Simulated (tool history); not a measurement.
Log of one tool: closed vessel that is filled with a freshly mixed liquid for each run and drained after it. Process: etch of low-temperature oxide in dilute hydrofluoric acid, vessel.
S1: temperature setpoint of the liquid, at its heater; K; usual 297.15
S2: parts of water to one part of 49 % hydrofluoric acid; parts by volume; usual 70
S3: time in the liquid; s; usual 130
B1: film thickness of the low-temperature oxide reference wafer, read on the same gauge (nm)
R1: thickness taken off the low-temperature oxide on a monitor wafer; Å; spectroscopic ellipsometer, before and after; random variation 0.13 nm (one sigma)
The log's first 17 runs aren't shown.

| run | hour | S1 | S2 | S3 | B1 | R1 |
|---|---|---|---|---|---|---|
|  | 930.2 | hydrofluoric acid flow meter replaced |
| 18 | 935.5 | 297.15 | 100 | 130 | 50.02 | 274.3 |
|  | 1015.6 | gauge calibrated |
| 19 | 1107.8 | 295.15 | 70 | 70 | 50.02 | 200.9 |
| 20 | 1136.8 | 297.15 | 105 | 180 | 50 | 359 |
| 21 | 1191.1 | 292.65 | 85 | 130 | 49.99 | 273.1 |
| 22 | 1255 | 295.65 | 70 | 130 | 50.02 | 381.8 |
| 23 | 1286.4 | 297.15 | 90 | 190 | 50.01 | 448.5 |
| 24 | 1318.9 | 297.15 | 70 | 130 | 50 | 404.7 |
| 25 | 1344.5 | 297.15 | 50 | 200 | 50 | 898.8 |
| 26 | 1400.7 | 295.15 | 70 | 70 | 50.01 | 201.1 |
| 27 | 1437.7 | 297.15 | 105 | 65 | 50 | 129.2 |
| 28 | 1492.4 | 302.15 | 70 | 130 | 50 | 492.1 |
| 29 | 1524.4 | 297.15 | 70 | 130 | 50 | 405.4 |
| 30 | 1566.5 | 297.15 | 70 | 130 | 50.01 | 405.9 |
| 31 | 1608.3 | 297.15 | 70 | 130 | 49.99 | 405.9 |
| 32 | 1644.1 | 297.15 | 80 | 130 | 50 | 353 |
| 33 | 1688.2 | 297.15 | 95 | 130 | 50.01 | 288.2 |

Forecast each of these 3 alternatives for the next run:
| A | 1688.9 | 295.15 | 70 | 130 | ? | ? |
| B | 1688.9 | 297.15 | 60 | 75 | ? | ? |
| C | 1688.9 | 297.15 | 55 | 90 | ? | ? |

| run | B1 | R1 |
|---|---|---|
| A | 50.01 | 372.7 |
| B | 50.01 | 275.8 |
| C | 50.01 | 363.4 |
Without the tool's hidden state the same runs would have given:
| run | R1 |
|---|---|
| A | 372.7 |
| B | 275.8 |
| C | 363.4 |
